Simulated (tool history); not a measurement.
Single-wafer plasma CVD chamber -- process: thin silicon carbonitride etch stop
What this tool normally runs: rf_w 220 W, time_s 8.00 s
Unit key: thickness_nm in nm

run   hour  rf_w  time_s  read-back reference wafer on the same gauge, thickness_nm  thickness_nm
  1    0.0   220    8.00                                                      5.338         4.644
  2   25.3   220    8.00                                                      5.319         4.649
  3   39.2   220    8.00                                                      5.323         4.624
  4   56.7   220    8.00                                                      5.328         4.652
  5   82.8   220    8.00                                                      5.318         4.631
  6  101.6   220    8.00                                                      5.309         4.640
  7  113.7   185    8.00                                                      5.315         4.470
     129.0  -- gauge calibrated
  8  183.5   185    8.00                                                      5.367         4.525
  9  218.4   185    8.00                                                      5.355         4.501
 10  241.1   220    8.00                                                      5.352         4.666
 11  265.0   220    8.00                                                      5.350         4.632
     286.2  -- showerhead replaced
     302.3  -- thermocouple changed; heater temperature recalibrated
 12  302.8   220    8.00                                                      5.332         4.649
 13  329.3   220    8.00                                                      5.334         4.642
 14  362.6   220    8.00                                                      5.322         4.660
 15  383.6   220    8.00                                                      5.317         4.636
 16  407.3   200    9.12                                                      5.319         5.167
 17  441.0   175    8.67                                                      5.309         4.789
 18  465.0   185    6.68                                                      5.303         3.704
     498.9  -- gauge calibrated
 19  500.7   220    7.46                                                      5.350         4.345
 20  525.5   220    9.02                                                      5.350         5.265
 21  551.0   220    8.00                                                      5.341         4.660
 22  563.3   220    7.38                                                      5.347         4.308

Run 23 has not been measured yet. What should we expect?
     579.7  -- RF generator calibrated
 23  592.8   260    6.69                                                          ?             ?

{"run 23": {"read-back reference wafer on the same gauge, thickness_nm": 5.329, "thickness_nm": 4.033}}
Without the tool's hidden state the same run would have given thickness_nm 4.065 nm.
